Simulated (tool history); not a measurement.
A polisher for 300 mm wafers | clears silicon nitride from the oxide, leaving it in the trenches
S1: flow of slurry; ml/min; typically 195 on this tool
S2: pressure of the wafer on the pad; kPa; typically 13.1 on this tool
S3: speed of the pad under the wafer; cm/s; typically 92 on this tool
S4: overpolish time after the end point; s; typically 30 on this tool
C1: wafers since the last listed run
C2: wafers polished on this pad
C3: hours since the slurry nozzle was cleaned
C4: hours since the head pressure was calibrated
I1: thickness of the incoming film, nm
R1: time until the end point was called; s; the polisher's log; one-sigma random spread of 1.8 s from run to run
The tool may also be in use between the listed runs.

run,hour,S1,S2,S3,S4,C1,C2,C3,C4,I1,R1
1,0,195,13.1,92,41,0,122,15.5,457,74.7,114.2
2,57.8,245,13.1,92,30,529,651,73.3,514.8,73.7,117.6
3,82.9,195,13.1,92,30,229,881,98.4,539.9,76.6,128.8
# hour 138.7: worn pad replaced by a new one
4,147.5,195,13.1,92,30,555,80,163,604.5,75,115.4
5,196,195,13.1,92,30,444,524,211.5,653,76,123.6
6,250.4,195,13.1,86,30,498,1023,265.9,707.4,75,136.7
7,304.7,195,13.1,92,30,497,1520,320.2,761.7,74.9,134.3
# hour 316.6: worn pad replaced by a new one
8,336.2,195,13.1,92,30,251,179,351.7,793.2,74.9,121.1
# hour 375.8: head pressure recalibrated
9,380.4,195,13.1,80,30,386,565,395.9,4.6,74.5,136.6
# hour 427.7: slurry nozzle cleaned
10,449.7,170,13.1,112,44,625,1191,22,73.9,75.4,106.2
# hour 496.1: worn pad replaced by a new one
11,509.1,195,9,120,46,507,119,81.4,133.3,76,131.6
12,552.1,195,13.1,92,30,393,512,124.4,176.3,74.4,119.7
13,597.2,170,9.7,70,30,413,925,169.5,221.4,75.3,229.1
14,628,245,9,92,30,282,1208,200.3,252.2,75.5,180.3
# hour 636.5: worn pad replaced by a new one
15,660.5,145,15.2,108,47,261,219,232.8,284.7,76.1,94
16,729,195,13.1,92,30,627,847,301.3,353.2,75.4,123.7
17,771.2,195,13.1,92,30,386,1233,343.5,395.4,74,125.1
# hour 778.2: worn pad replaced by a new one
18,818.4,165,13.1,112,30,395,368,390.7,442.6,75,102.3

Entry by entry between the runs, the difference in hidden state between the last listed run before and the first listed run after:
Runs 3 to 4: worn pad replaced by a new one (hour 138.7)
  removal rate lost through wear of the pad, %: 8.97 -> 2.82
  measured value less the no-hidden-state value, R1: +11.6 -> +3.3 s
Runs 7 to 8: worn pad replaced by a new one (hour 316.6)
  removal rate lost through wear of the pad, %: 14.3 -> 2.22
  measured value less the no-hidden-state value, R1: +19.2 -> +2.7 s
Runs 8 to 9: head pressure recalibrated (hour 375.8)
  removal rate lost through wear of the pad, %: 2.22 -> 5.46
  measured value less the no-hidden-state value, R1: +2.7 -> +7.4 s
Runs 9 to 10: slurry nozzle cleaned (hour 427.7)
  removal rate lost through wear of the pad, %: 5.46 -> 10.5
  measured value less the no-hidden-state value, R1: +7.4 -> +11.2 s
Runs 10 to 11: worn pad replaced by a new one (hour 496.1)
  removal rate lost through wear of the pad, %: 10.5 -> 1.79
  measured value less the no-hidden-state value, R1: +11.2 -> +2.3 s
Runs 14 to 15: worn pad replaced by a new one (hour 636.5)
  removal rate lost through wear of the pad, %: 10.5 -> 2.34
  measured value less the no-hidden-state value, R1: +18.9 -> +2.2 s
Runs 17 to 18: worn pad replaced by a new one (hour 778.2)
  removal rate lost through wear of the pad, %: 10.5 -> 3.25
  measured value less the no-hidden-state value, R1: +13.1 -> +3.3 s
